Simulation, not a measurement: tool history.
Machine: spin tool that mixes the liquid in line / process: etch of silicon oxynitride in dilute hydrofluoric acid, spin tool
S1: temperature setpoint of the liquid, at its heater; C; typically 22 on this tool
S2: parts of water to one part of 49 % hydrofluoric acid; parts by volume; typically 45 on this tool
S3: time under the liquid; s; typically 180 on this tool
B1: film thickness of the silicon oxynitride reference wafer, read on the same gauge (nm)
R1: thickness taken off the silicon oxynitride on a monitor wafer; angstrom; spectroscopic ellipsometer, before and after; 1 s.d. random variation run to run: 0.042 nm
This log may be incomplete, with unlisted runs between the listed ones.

{"run": 1, "day": 0.0, "S1": 22, "S2": 45, "S3": 180, "B1": 29.98, "R1": 73.9}
{"run": 2, "day": 3.421, "S1": 22, "S2": 45, "S3": 180, "B1": 29.95, "R1": 74.8}
{"run": 3, "day": 4.975, "S1": 22, "S2": 45, "S3": 180, "B1": 30.02, "R1": 75.5}
{"run": 4, "day": 6.725, "S1": 22, "S2": 45, "S3": 180, "B1": 29.99, "R1": 75.6}
{"run": 5, "day": 10.146, "S1": 22, "S2": 45, "S3": 180, "B1": 29.98, "R1": 75.9}
{"run": 6, "day": 13.125, "S1": 22, "S2": 60, "S3": 230, "B1": 30.02, "R1": 72.7}
{"day": 14.362, "done": "hydrofluoric acid flow meter replaced"}
{"day": 14.379, "done": "thermometer replaced"}
{"run": 7, "day": 16.017, "S1": 22, "S2": 60, "S3": 230, "B1": 30.01, "R1": 69}
{"run": 8, "day": 18.417, "S1": 22, "S2": 60, "S3": 230, "B1": 30, "R1": 69.1}
{"run": 9, "day": 21.483, "S1": 22, "S2": 45, "S3": 180, "B1": 30, "R1": 74.2}
{"run": 10, "day": 23.396, "S1": 22, "S2": 45, "S3": 180, "B1": 29.97, "R1": 74.9}
{"run": 11, "day": 25.971, "S1": 22, "S2": 45, "S3": 180, "B1": 29.97, "R1": 74.7}
{"run": 12, "day": 30.229, "S1": 22, "S2": 45, "S3": 180, "B1": 29.99, "R1": 76.5}
{"run": 13, "day": 34.825, "S1": 19, "S2": 60, "S3": 180, "B1": 29.98, "R1": 48.7}
{"run": 14, "day": 37.429, "S1": 19, "S2": 60, "S3": 180, "B1": 30.01, "R1": 49.3}
{"day": 38.062, "done": "hydrofluoric acid flow meter replaced"}
{"run": 15, "day": 50.917, "S1": 27, "S2": 50, "S3": 265, "B1": 29.97, "R1": 139.8}
{"day": 51.796, "done": "gauge calibrated"}
{"run": 16, "day": 53.367, "S1": 19.5, "S2": 45, "S3": 180, "B1": 29.99, "R1": 73.7}
{"run": 17, "day": 55.825, "S1": 26, "S2": 40, "S3": 270, "B1": 29.98, "R1": 171.8}
{"day": 57.904, "done": "hydrofluoric acid flow meter replaced, repeated, since the last time left the tool worse"}
{"run": 18, "day": 59.508, "S1": 22, "S2": 65, "S3": 180, "B1": 30, "R1": 49.7}
{"run": 19, "day": 63.4, "S1": 18, "S2": 60, "S3": 180, "B1": 29.97, "R1": 44.9}
{"run": 20, "day": 66.908, "S1": 22, "S2": 45, "S3": 140, "B1": 30.03, "R1": 57.1}
{"run": 21, "day": 69.996, "S1": 17.5, "S2": 35, "S3": 80, "B1": 29.99, "R1": 34.2}
{"run": 22, "day": 74.4, "S1": 22, "S2": 45, "S3": 180, "B1": 29.99, "R1": 76}
{"run": 23, "day": 76.254, "S1": 22, "S2": 45, "S3": 180, "B1": 29.99, "R1": 77}
{"run": 24, "day": 79.233, "S1": 26.5, "S2": 55, "S3": 85, "B1": 29.95, "R1": 36.7}
{"day": 82.125, "done": "thermometer replaced"}
{"run": 25, "day": 83.467, "S1": 22, "S2": 60, "S3": 230, "B1": 30.01, "R1": 74.2}
{"day": 84.012, "done": "hydrofluoric acid flow meter replaced"}
{"run": 26, "day": 96.688, "S1": 22, "S2": 45, "S3": 180, "B1": 29.97, "R1": 74.7}
{"run": 27, "day": 101.0, "S1": 22, "S2": 45, "S3": 180, "B1": 29.99, "R1": 75.6}
{"run": 28, "day": 103.738, "S1": 22, "S2": 45, "S3": 220, "B1": 30.03, "R1": 93.5}
{"run": 29, "day": 108.088, "S1": 22, "S2": 45, "S3": 95, "B1": 30.02, "R1": 40.7}

Hidden state or all else? Some run-to-run changes of R1, split into what the settings, what came in and random variation would give without the hidden state, and what is left for the hidden state (with any gauge scatter that isn't in both results):
Unlogged tool condition in this case: liquid hotter than its thermometer reads (K); hydrofluoric acid flow above the setpoint (%); gauge reads high (%).
Run 14 -> 15: S1 19 -> 27, S2 60 -> 50, S3 180 -> 265, hydrofluoric acid flow meter replaced. R1 +90.5 angstrom: hidden state +15, all else +75.5.
Run 16 -> 17: S1 19.5 -> 26, S2 45 -> 40, S3 180 -> 270. R1 +98.1 angstrom: hidden state +13.7, all else +84.4.
Run 17 -> 18: S1 26 -> 22, S2 40 -> 65, S3 270 -> 180, hydrofluoric acid flow meter replaced, repeated, since the last time left the tool worse. R1 -122.1 angstrom: hidden state -22.8, all else -99.3.
